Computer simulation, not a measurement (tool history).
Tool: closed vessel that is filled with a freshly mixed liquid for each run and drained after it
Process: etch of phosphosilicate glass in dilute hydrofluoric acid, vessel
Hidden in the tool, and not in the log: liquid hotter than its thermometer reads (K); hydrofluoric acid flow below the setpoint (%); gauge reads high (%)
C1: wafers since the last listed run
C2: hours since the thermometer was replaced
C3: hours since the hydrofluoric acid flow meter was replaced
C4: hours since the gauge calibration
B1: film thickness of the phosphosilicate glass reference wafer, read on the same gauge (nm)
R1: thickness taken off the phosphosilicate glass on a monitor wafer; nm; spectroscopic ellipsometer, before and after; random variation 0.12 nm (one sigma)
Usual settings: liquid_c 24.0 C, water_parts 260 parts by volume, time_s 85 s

run 1 day=0.000 | liquid_c=24.0 water_parts=260 time_s=85 | C1=0 C2=1771.6 C3=85.6 C4=912.3 | B1=30.01 | R1=29.98
run 2 day=1.358 | liquid_c=24.0 water_parts=260 time_s=85 | C1=3319 C2=1804.2 C3=118.2 C4=944.9 | B1=30.00 | R1=30.03
run 3 day=3.421 | liquid_c=24.0 water_parts=260 time_s=85 | C1=5040 C2=1853.7 C3=167.7 C4=994.4 | B1=30.01 | R1=29.93
run 4 day=10.896 | liquid_c=24.0 water_parts=260 time_s=85 | C1=18266 C2=2033.1 C3=347.1 C4=1173.8 | B1=29.99 | R1=30.20
-- day=14.658 hydrofluoric acid flow meter replaced
run 5 day=19.558 | liquid_c=24.0 water_parts=260 time_s=85 | C1=21066 C2=2241.0 C3=117.6 C4=1381.7 | B1=30.00 | R1=30.27
run 6 day=21.962 | liquid_c=24.0 water_parts=260 time_s=85 | C1=5875 C2=2298.7 C3=175.3 C4=1439.4 | B1=29.98 | R1=30.25
run 7 day=24.183 | liquid_c=24.0 water_parts=260 time_s=85 | C1=5427 C2=2352.0 C3=228.6 C4=1492.7 | B1=29.99 | R1=30.56
run 8 day=27.075 | liquid_c=24.0 water_parts=260 time_s=85 | C1=7066 C2=2421.4 C3=298.0 C4=1562.1 | B1=29.99 | R1=30.33
-- day=27.246 thermometer replaced
run 9 day=28.625 | liquid_c=24.0 water_parts=260 time_s=85 | C1=3685 C2=33.1 C3=335.2 C4=1599.3 | B1=30.02 | R1=31.71
run 10 day=29.683 | liquid_c=24.0 water_parts=260 time_s=85 | C1=2586 C2=58.5 C3=360.6 C4=1624.7 | B1=29.99 | R1=31.43
run 11 day=31.267 | liquid_c=24.0 water_parts=260 time_s=85 | C1=3869 C2=96.5 C3=398.6 C4=1662.7 | B1=30.00 | R1=31.77
run 12 day=32.729 | liquid_c=24.0 water_parts=260 time_s=85 | C1=3573 C2=131.6 C3=433.7 C4=1697.8 | B1=29.99 | R1=31.83
run 13 day=34.175 | liquid_c=21.5 water_parts=165 time_s=85 | C1=3533 C2=166.3 C3=468.4 C4=1732.5 | B1=29.99 | R1=50.45
run 14 day=35.767 | liquid_c=26.0 water_parts=260 time_s=60 | C1=3889 C2=204.5 C3=506.6 C4=1770.7 | B1=30.00 | R1=23.98
-- day=36.100 gauge calibrated
-- day=36.475 thermometer replaced, repeated, since the last time left the tool worse
run 15 day=37.546 | liquid_c=24.0 water_parts=135 time_s=120 | C1=4245 C2=25.7 C3=549.3 C4=34.7 | B1=29.99 | R1=88.92
-- day=37.912 hydrofluoric acid flow meter replaced
run 16 day=39.025 | liquid_c=20.5 water_parts=370 time_s=50 | C1=3512 C2=61.2 C3=26.7 C4=70.2 | B1=29.99 | R1=9.47
run 17 day=41.917 | liquid_c=24.0 water_parts=260 time_s=85 | C1=7066 C2=130.6 C3=96.1 C4=139.6 | B1=30.01 | R1=28.97
run 18 day=43.571 | liquid_c=19.5 water_parts=260 time_s=60 | C1=4042 C2=170.3 C3=135.8 C4=179.3 | B1=29.99 | R1=17.28
run 19 day=47.658 | liquid_c=20.5 water_parts=385 time_s=70 | C1=9988 C2=268.4 C3=233.9 C4=277.4 | B1=30.03 | R1=12.73
run 20 day=49.729 | liquid_c=24.0 water_parts=335 time_s=40 | C1=5060 C2=318.1 C3=283.6 C4=327.1 | B1=30.02 | R1=9.91
run 21 day=52.450 | liquid_c=24.0 water_parts=160 time_s=85 | C1=6648 C2=383.4 C3=348.9 C4=392.4 | B1=30.01 | R1=52.39
run 22 day=55.117 | liquid_c=24.0 water_parts=260 time_s=85 | C1=6516 C2=447.4 C3=412.9 C4=456.4 | B1=29.98 | R1=29.30
run 23 day=56.129 | liquid_c=20.5 water_parts=375 time_s=85 | C1=2474 C2=471.7 C3=437.2 C4=480.7 | B1=30.00 | R1=15.98
run 24 day=57.196 | liquid_c=24.0 water_parts=210 time_s=85 | C1=2606 C2=497.3 C3=462.8 C4=506.3 | B1=30.01 | R1=37.74
-- day=58.408 hydrofluoric acid flow meter replaced
run 25 day=59.838 | liquid_c=24.0 water_parts=260 time_s=120 | C1=6353 C2=560.7 C3=34.3 C4=569.7 | B1=29.99 | R1=41.08

4 ways to go on from here, each from the tool as it stands after run 25. What would each give?
run A day=59.867 | liquid_c=24.0 water_parts=360 time_s=85 | C1=71 C2=561.4 C3=35.0 C4=570.4 | B1=? | R1=?
run B day=59.867 | liquid_c=24.0 water_parts=390 time_s=100 | C1=71 C2=561.4 C3=35.0 C4=570.4 | B1=? | R1=?
run C day=59.867 | liquid_c=24.0 water_parts=340 time_s=85 | C1=71 C2=561.4 C3=35.0 C4=570.4 | B1=? | R1=?
run D day=59.867 | liquid_c=24.0 water_parts=330 time_s=105 | C1=71 C2=561.4 C3=35.0 C4=570.4 | B1=? | R1=?

run=A B1=30.00 R1=19.06
run=B B1=30.00 R1=20.13
run=C B1=30.00 R1=20.56
run=D B1=30.00 R1=26.42
Without the tool's hidden state the same runs would have given:
run=A R1=18.84
run=B R1=19.91
run=C R1=20.33
run=D R1=26.11
